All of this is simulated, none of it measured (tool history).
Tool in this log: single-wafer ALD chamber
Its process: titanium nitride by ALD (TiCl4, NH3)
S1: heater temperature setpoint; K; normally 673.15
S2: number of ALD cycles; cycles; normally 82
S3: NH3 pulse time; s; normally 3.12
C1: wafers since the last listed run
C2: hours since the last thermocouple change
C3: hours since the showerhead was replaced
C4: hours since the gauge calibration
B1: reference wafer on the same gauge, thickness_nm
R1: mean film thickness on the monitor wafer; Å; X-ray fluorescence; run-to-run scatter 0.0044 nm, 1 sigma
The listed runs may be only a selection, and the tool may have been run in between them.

run 1 hour=0.0 | S1=673.15 S2=82 S3=3.12 | C1=0 C2=1674.1 C3=1111.0 C4=660.8 | B1=1.500 | R1=17.67
run 2 hour=106.7 | S1=673.15 S2=82 S3=3.12 | C1=212 C2=1780.8 C3=1217.7 C4=767.5 | B1=1.500 | R1=17.67
run 3 hour=191.0 | S1=673.15 S2=82 S3=3.12 | C1=167 C2=1865.1 C3=1302.0 C4=851.8 | B1=1.499 | R1=17.72
run 4 hour=288.9 | S1=673.15 S2=82 S3=3.12 | C1=194 C2=1963.0 C3=1399.9 C4=949.7 | B1=1.500 | R1=17.62
run 5 hour=391.2 | S1=665.15 S2=82 S3=3.12 | C1=203 C2=2065.3 C3=1502.2 C4=1052.0 | B1=1.500 | R1=17.60
run 6 hour=480.5 | S1=665.15 S2=82 S3=3.12 | C1=177 C2=2154.6 C3=1591.5 C4=1141.3 | B1=1.500 | R1=17.66
run 7 hour=540.2 | S1=673.15 S2=82 S3=3.12 | C1=118 C2=2214.3 C3=1651.2 C4=1201.0 | B1=1.501 | R1=17.76
run 8 hour=637.1 | S1=673.15 S2=82 S3=3.12 | C1=192 C2=2311.2 C3=1748.1 C4=1297.9 | B1=1.501 | R1=17.69
run 9 hour=716.5 | S1=673.15 S2=82 S3=3.12 | C1=157 C2=2390.6 C3=1827.5 C4=1377.3 | B1=1.500 | R1=17.64
run 10 hour=775.0 | S1=673.15 S2=82 S3=3.12 | C1=116 C2=2449.1 C3=1886.0 C4=1435.8 | B1=1.501 | R1=17.63
run 11 hour=853.1 | S1=673.15 S2=82 S3=3.12 | C1=155 C2=2527.2 C3=1964.1 C4=1513.9 | B1=1.500 | R1=17.65
run 12 hour=895.7 | S1=673.15 S2=82 S3=3.12 | C1=84 C2=2569.8 C3=2006.7 C4=1556.5 | B1=1.500 | R1=17.67
run 13 hour=984.8 | S1=673.15 S2=82 S3=3.12 | C1=177 C2=2658.9 C3=2095.8 C4=1645.6 | B1=1.500 | R1=17.62
run 14 hour=1068.8 | S1=673.15 S2=82 S3=3.12 | C1=167 C2=2742.9 C3=2179.8 C4=1729.6 | B1=1.500 | R1=17.73
-- hour=1076.8 thermocouple changed; heater temperature recalibrated
run 15 hour=1131.1 | S1=673.15 S2=82 S3=3.12 | C1=108 C2=54.3 C3=2242.1 C4=1791.9 | B1=1.500 | R1=17.66
run 16 hour=1172.3 | S1=673.15 S2=82 S3=3.12 | C1=81 C2=95.5 C3=2283.3 C4=1833.1 | B1=1.500 | R1=17.67
run 17 hour=1264.5 | S1=673.15 S2=75 S3=3.12 | C1=183 C2=187.7 C3=2375.5 C4=1925.3 | B1=1.500 | R1=16.16
run 18 hour=1369.4 | S1=673.15 S2=72 S3=3.49 | C1=208 C2=292.6 C3=2480.4 C4=2030.2 | B1=1.500 | R1=15.58
run 19 hour=1498.9 | S1=687.15 S2=82 S3=3.12 | C1=257 C2=422.1 C3=2609.9 C4=2159.7 | B1=1.500 | R1=17.68
run 20 hour=1548.1 | S1=673.15 S2=82 S3=3.12 | C1=97 C2=471.3 C3=2659.1 C4=2208.9 | B1=1.500 | R1=17.65
run 21 hour=1722.0 | S1=673.15 S2=82 S3=2.01 | C1=345 C2=645.2 C3=2833.0 C4=2382.8 | B1=1.499 | R1=17.38
run 22 hour=1814.4 | S1=679.15 S2=87 S3=3.12 | C1=183 C2=737.6 C3=2925.4 C4=2475.2 | B1=1.500 | R1=18.70
run 23 hour=1862.6 | S1=681.15 S2=82 S3=2.70 | C1=95 C2=785.8 C3=2973.6 C4=2523.4 | B1=1.500 | R1=17.61
run 24 hour=1904.9 | S1=673.15 S2=82 S3=3.12 | C1=84 C2=828.1 C3=3015.9 C4=2565.7 | B1=1.501 | R1=17.64
run 25 hour=2010.0 | S1=673.15 S2=82 S3=3.57 | C1=209 C2=933.2 C3=3121.0 C4=2670.8 | B1=1.500 | R1=17.73
-- hour=2057.3 gauge calibrated
-- hour=2204.5 showerhead replaced
run 26 hour=2301.9 | S1=680.15 S2=95 S3=3.12 | C1=564 C2=1225.1 C3=97.4 C4=244.6 | B1=1.500 | R1=20.48
run 27 hour=2398.1 | S1=663.15 S2=73 S3=3.12 | C1=191 C2=1321.3 C3=193.6 C4=340.8 | B1=1.500 | R1=15.66
run 28 hour=2455.8 | S1=673.15 S2=82 S3=2.63 | C1=114 C2=1379.0 C3=251.3 C4=398.5 | B1=1.500 | R1=17.59
run 29 hour=2503.6 | S1=673.15 S2=82 S3=4.20 | C1=95 C2=1426.8 C3=299.1 C4=446.3 | B1=1.500 | R1=17.83
run 30 hour=2601.5 | S1=673.15 S2=82 S3=3.12 | C1=194 C2=1524.7 C3=397.0 C4=544.2 | B1=1.500 | R1=17.72
run 31 hour=2688.7 | S1=673.15 S2=86 S3=4.20 | C1=173 C2=1611.9 C3=484.2 C4=631.4 | B1=1.501 | R1=18.66
run 32 hour=2742.6 | S1=673.15 S2=82 S3=2.78 | C1=107 C2=1665.8 C3=538.1 C4=685.3 | B1=1.500 | R1=17.63
run 33 hour=2816.2 | S1=683.15 S2=82 S3=4.20 | C1=146 C2=1739.4 C3=611.7 C4=758.9 | B1=1.499 | R1=17.80

Alternative continuations, all from the tool just after run 33; predict every row:
run A hour=2816.8 | S1=673.15 S2=82 S3=3.12 | C1=1 C2=1740.0 C3=612.3 C4=759.5 | B1=? | R1=?
run B hour=2816.8 | S1=673.15 S2=82 S3=1.94 | C1=1 C2=1740.0 C3=612.3 C4=759.5 | B1=? | R1=?
run C hour=2816.8 | S1=680.15 S2=86 S3=2.11 | C1=1 C2=1740.0 C3=612.3 C4=759.5 | B1=? | R1=?

run=A B1=1.499 R1=17.64
run=B B1=1.499 R1=17.38
run=C B1=1.499 R1=18.31
Had the tool no hidden state, the same runs would have come out as:
run=A R1=17.64
run=B R1=17.38
run=C R1=18.31
